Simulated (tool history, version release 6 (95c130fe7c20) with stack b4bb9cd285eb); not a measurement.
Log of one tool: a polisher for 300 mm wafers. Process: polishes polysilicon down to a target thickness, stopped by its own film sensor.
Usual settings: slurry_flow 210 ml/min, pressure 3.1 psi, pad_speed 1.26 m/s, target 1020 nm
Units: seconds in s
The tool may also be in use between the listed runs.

| run | day | slurry_flow | pressure | pad_speed | target | incoming thickness of the incoming film, nm | seconds |
|---|---|---|---|---|---|---|---|
| 1 | 0.000 | 210 | 3.1 | 1.26 | 1020 | 1598.3 | 50.2 |
|  | 2.812 | slurry nozzle cleaned |
| 2 | 4.312 | 210 | 3.1 | 1.26 | 1020 | 1619.4 | 53.4 |
| 3 | 13.883 | 210 | 3.1 | 1.26 | 1020 | 1602.4 | 51.9 |
| 4 | 17.421 | 210 | 3.1 | 1.26 | 1020 | 1609.5 | 52.7 |
| 5 | 19.279 | 210 | 3.1 | 1.26 | 1020 | 1627.7 | 54.2 |
|  | 20.254 | worn pad replaced by a new one |
| 6 | 22.692 | 210 | 3.1 | 1.26 | 1020 | 1621.7 | 53.0 |
| 7 | 26.721 | 210 | 3.1 | 1.26 | 1020 | 1627.5 | 53.7 |
|  | 30.350 | slurry nozzle cleaned |
| 8 | 31.046 | 210 | 3.1 | 1.26 | 1020 | 1637.7 | 55.3 |
| 9 | 42.842 | 210 | 3.1 | 1.26 | 1020 | 1615.0 | 52.5 |
|  | 43.342 | head pressure recalibrated |
|  | 46.000 | worn pad replaced by a new one |
| 10 | 46.092 | 210 | 3.1 | 1.26 | 1020 | 1589.1 | 50.6 |
| 11 | 48.258 | 210 | 3.1 | 1.26 | 1020 | 1612.3 | 52.9 |
| 12 | 50.558 | 210 | 3.1 | 1.26 | 1020 | 1610.9 | 52.2 |
| 13 | 52.388 | 210 | 3.1 | 1.26 | 1020 | 1601.4 | 52.1 |
| 14 | 56.883 | 210 | 3.1 | 1.26 | 1020 | 1607.9 | 52.0 |
|  | 59.033 | slurry nozzle cleaned |
| 15 | 59.688 | 210 | 3.1 | 1.26 | 1020 | 1604.5 | 52.4 |
| 16 | 63.146 | 210 | 3.1 | 1.26 | 1020 | 1590.9 | 51.2 |
| 17 | 65.479 | 210 | 3.1 | 1.26 | 1020 | 1589.2 | 50.5 |
| 18 | 69.217 | 210 | 2.8 | 1.26 | 926 | 1626.6 | 69.1 |
| 19 | 72.558 | 210 | 2.5 | 1.26 | 1086 | 1578.4 | 54.9 |
| 20 | 74.875 | 185 | 2.2 | 1.26 | 1020 | 1606.4 | 75.9 |
|  | 75.046 | worn pad replaced by a new one |
| 21 | 77.496 | 210 | 3.1 | 1.26 | 1020 | 1612.7 | 51.9 |
| 22 | 79.462 | 210 | 2.7 | 1.26 | 1129 | 1633.6 | 52.2 |
| 23 | 81.525 | 210 | 3.1 | 1.66 | 844 | 1609.4 | 52.4 |
|  | 83.067 | slurry nozzle cleaned |
| 24 | 83.162 | 210 | 3.1 | 1.42 | 1020 | 1620.4 | 47.5 |
| 25 | 86.604 | 210 | 3.1 | 1.26 | 1020 | 1606.1 | 51.9 |
|  | 98.729 | worn pad replaced by a new one |
| 26 | 99.767 | 275 | 3.1 | 1.46 | 1020 | 1626.9 | 44.8 |
|  | 101.629 | head pressure recalibrated |
| 27 | 105.383 | 210 | 3.1 | 1.38 | 1020 | 1597.3 | 46.3 |
| 28 | 109.554 | 165 | 3.1 | 1.26 | 1020 | 1620.6 | 57.0 |
| 29 | 112.500 | 210 | 3.1 | 1.66 | 1020 | 1620.9 | 41.5 |
|  | 112.900 | slurry nozzle cleaned |
| 30 | 115.938 | 260 | 3.8 | 0.96 | 1020 | 1624.9 | 55.4 |
| 31 | 118.362 | 210 | 3.1 | 1.26 | 1020 | 1580.4 | 50.6 |
|  | 121.438 | worn pad replaced by a new one |
| 32 | 121.717 | 210 | 3.1 | 1.26 | 946 | 1609.8 | 59.2 |
| 33 | 123.696 | 210 | 3.4 | 1.14 | 1220 | 1593.5 | 32.8 |
| 34 | 126.325 | 210 | 3.1 | 0.84 | 1214 | 1607.1 | 51.8 |
| 35 | 129.896 | 210 | 3.1 | 1.26 | 1020 | 1597.9 | 50.9 |

The tool's hidden state at each run:
removal rate lost through wear of the pad, %: 0 in every run
slurry flow missing at the pad, %: 0 in every run
deviation of the head's pressure from its setpoint, %: 0 in every run

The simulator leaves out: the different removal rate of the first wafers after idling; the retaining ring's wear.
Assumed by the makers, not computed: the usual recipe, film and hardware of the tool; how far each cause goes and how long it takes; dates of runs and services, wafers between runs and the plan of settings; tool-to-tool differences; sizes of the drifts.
